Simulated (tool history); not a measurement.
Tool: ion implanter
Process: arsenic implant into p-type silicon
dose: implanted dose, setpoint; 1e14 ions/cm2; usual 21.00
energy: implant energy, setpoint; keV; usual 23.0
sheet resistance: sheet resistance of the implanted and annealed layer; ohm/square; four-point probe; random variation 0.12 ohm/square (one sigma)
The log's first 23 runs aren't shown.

run,hour,dose,energy,wafers since the last listed run,hours since the last dose calibration,hours since the extraction supply was calibrated,hours since the gauge calibration,"read-back reference wafer on the same gauge, sheet resistance",sheet resistance
24,2345.8,18.09,23.0,3524,653.8,1288.7,1242.6,83.29,88.02
25,2387.5,22.73,18.0,690,695.5,1330.4,1284.3,83.34,87.20
26,2537.5,21.00,23.0,2484,845.5,1480.4,1434.3,83.29,84.02
27,2641.3,21.00,23.0,1719,949.3,1584.2,1538.1,83.31,83.95
28,2712.6,21.00,18.5,1180,1020.6,1655.5,1609.4,83.30,88.74
29,2775.6,19.11,29.5,1043,1083.6,1718.5,1672.4,83.30,81.25
30,2841.5,18.80,19.0,1091,1149.5,1784.4,1738.3,83.32,91.09
31,2883.5,21.00,23.0,695,1191.5,1826.4,1780.3,83.33,84.36
32,2977.5,15.79,29.5,1556,1285.5,1920.4,1874.3,83.30,88.21
33,3060.3,18.29,23.0,1371,1368.3,2003.2,1957.1,83.31,88.13
34,3115.9,27.27,29.5,920,1423.9,2058.8,2012.7,83.32,72.54
35,3198.0,21.00,23.0,1359,1506.0,2140.9,2094.8,83.28,84.25
36,3273.4,15.92,30.0,1248,1581.4,2216.3,2170.2,83.29,87.67
37,3335.8,26.64,16.5,1033,1643.8,2278.7,2232.6,83.32,86.47

4 ways to go on from here, each from the tool as it stands after run 37. What would each give?
A,3336.2,23.27,23.0,6,1644.2,2279.1,2233.0,?,?
B,3336.2,18.53,29.5,6,1644.2,2279.1,2233.0,?,?
C,3336.2,14.88,25.0,6,1644.2,2279.1,2233.0,?,?
D,3336.2,25.58,23.0,6,1644.2,2279.1,2233.0,?,?

run,"read-back reference wafer on the same gauge, sheet resistance",sheet resistance
A,83.30,82.03
B,83.30,82.46
C,83.30,94.27
D,83.30,80.07
Without the tool's hidden state the same runs would have given:
run,sheet resistance
A,80.40
B,80.31
C,91.66
D,78.55

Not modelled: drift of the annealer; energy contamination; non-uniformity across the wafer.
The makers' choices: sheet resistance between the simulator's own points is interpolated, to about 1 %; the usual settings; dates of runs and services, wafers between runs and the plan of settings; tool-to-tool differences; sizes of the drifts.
